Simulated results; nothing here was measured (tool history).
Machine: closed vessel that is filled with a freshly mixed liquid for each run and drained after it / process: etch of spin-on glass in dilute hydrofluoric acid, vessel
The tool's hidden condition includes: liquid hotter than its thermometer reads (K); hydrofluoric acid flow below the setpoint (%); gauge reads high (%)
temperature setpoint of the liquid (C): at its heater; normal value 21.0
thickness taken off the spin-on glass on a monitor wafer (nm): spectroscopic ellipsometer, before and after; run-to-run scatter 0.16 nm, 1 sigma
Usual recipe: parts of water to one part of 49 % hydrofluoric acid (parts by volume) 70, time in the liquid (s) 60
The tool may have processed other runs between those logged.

run   hour  temperature setpoint of the liquid (C)  parts of water to one part of 49 % hydrofluoric acid (parts by volume)  time in the liquid (s)  wafers since the last listed run  hours since the thermometer was replaced  hours since the hydrofluoric acid flow meter was replaced  hours since the gauge calibration  read-back film thickness of the spin-on glass reference wafer, read on the same gauge (nm)  thickness taken off the spin-on glass on a monitor wafer (nm)
  1    0.0                                    21.0                                                                      70                      40                                 0                                     313.1                                                     1564.3                              228.9                                                                                       90.00                                                          13.57
  2   16.9                                    21.0                                                                      70                      40                              2448                                     330.0                                                     1581.2                              245.8                                                                                       90.00                                                          13.23
  3   41.3                                    21.0                                                                      70                      60                              3535                                     354.4                                                     1605.6                              270.2                                                                                       90.01                                                          20.12
  4   63.2                                    21.0                                                                      70                      60                              3173                                     376.3                                                     1627.5                              292.1                                                                                       90.05                                                          19.89
  5   78.7                                    21.0                                                                      70                      60                              2245                                     391.8                                                     1643.0                              307.6                                                                                       90.00                                                          19.80
      81.4  -- gauge calibrated
  6   98.3                                    21.0                                                                      70                      60                              2839                                     411.4                                                     1662.6                               16.9                                                                                       90.01                                                          20.01
  7  119.1                                    21.0                                                                      70                      60                              3013                                     432.2                                                     1683.4                               37.7                                                                                       90.02                                                          19.95
  8  136.1                                    21.0                                                                      70                      60                              2463                                     449.2                                                     1700.4                               54.7                                                                                       90.00                                                          19.67
  9  154.4                                    21.0                                                                      70                      60                              2651                                     467.5                                                     1718.7                               73.0                                                                                       90.01                                                          19.78
 10  172.4                                    21.0                                                                      70                      60                              2608                                     485.5                                                     1736.7                               91.0                                                                                       90.02                                                          19.81
 11  207.9                                    21.0                                                                      90                      90                              5143                                     521.0                                                     1772.2                              126.5                                                                                       90.00                                                          22.48
 12  240.8                                    21.0                                                                      70                      85                              4767                                     553.9                                                     1805.1                              159.4                                                                                       90.01                                                          27.90
 13  255.8                                    21.0                                                                      70                      85                              2173                                     568.9                                                     1820.1                              174.4                                                                                       90.05                                                          28.03
 14  275.8                                    19.5                                                                      70                      30                              2897                                     588.9                                                     1840.1                              194.4                                                                                       90.01                                                           9.26
 15  293.2                                    26.0                                                                      45                      70                              2521                                     606.3                                                     1857.5                              211.8                                                                                       90.01                                                          45.78
 16  310.9                                    21.0                                                                      70                      60                              2564                                     624.0                                                     1875.2                              229.5                                                                                       90.00                                                          19.82
 17  337.4                                    24.0                                                                      45                      60                              3839                                     650.5                                                     1901.7                              256.0                                                                                       90.02                                                          35.73
 18  359.7                                    17.0                                                                      70                      60                              3231                                     672.8                                                     1924.0                              278.3                                                                                       89.98                                                          16.58
     365.2  -- hydrofluoric acid flow meter replaced
 19  374.8                                    21.0                                                                      70                      60                              2043                                     687.9                                                        9.6                              293.4                                                                                       89.98                                                          18.17
     396.7  -- thermometer replaced
 20  400.1                                    19.0                                                                     105                      45                              3521                                       3.4                                                       34.9                              318.7                                                                                       89.98                                                           8.08
 21  422.3                                    21.0                                                                      70                      60                              3216                                      25.6                                                       57.1                              340.9                                                                                       90.01                                                          18.18
     450.4  -- gauge calibrated
 22  450.7                                    21.0                                                                      70                      60                              4115                                      54.0                                                       85.5                                0.3                                                                                       89.99                                                          18.16
     461.8  -- hydrofluoric acid flow meter replaced, repeated, since the last time left the tool worse
 23  471.7                                    17.0                                                                      85                      60                              2897                                      75.0                                                        9.9                               21.3                                                                                       90.02                                                          14.97
 24  495.0                                    24.5                                                                      60                      75                              3376                                      98.3                                                       33.2                               44.6                                                                                       90.01                                                          37.12
 25  523.4                                    24.0                                                                      45                      60                              4115                                     126.7                                                       61.6                               73.0                                                                                       90.00                                                          39.52
 26  548.3                                    21.0                                                                      35                      60                              3607                                     151.6                                                       86.5                               97.9                                                                                       90.00                                                          45.33
 27  572.9                                    24.5                                                                      70                      85                              3564                                     176.2                                                      111.1                              122.5                                                                                       89.97                                                          35.40

Predict each of these 3 candidate next runs independently; none follows another, all start after run 27:
  A  573.6                                    18.0                                                                      70                      60                               101                                     176.9                                                      111.8                              123.2                                                                                           ?                                                              ?
  B  573.6                                    19.0                                                                      95                      80                               101                                     176.9                                                      111.8                              123.2                                                                                           ?                                                              ?
  C  573.6                                    25.0                                                                      90                      40                               101                                     176.9                                                      111.8                              123.2                                                                                           ?                                                              ?

run  read-back film thickness of the spin-on glass reference wafer, read on the same gauge (nm)  thickness taken off the spin-on glass on a monitor wafer (nm)
  A                                                                                       90.04                                                          19.14
  B                                                                                       90.04                                                          19.07
  C                                                                                       90.04                                                          12.92
Had the tool no hidden state, the same runs would have come out as:
run  thickness taken off the spin-on glass on a monitor wafer (nm)
  A                                                          19.29
  B                                                          19.23
  C                                                          13.02
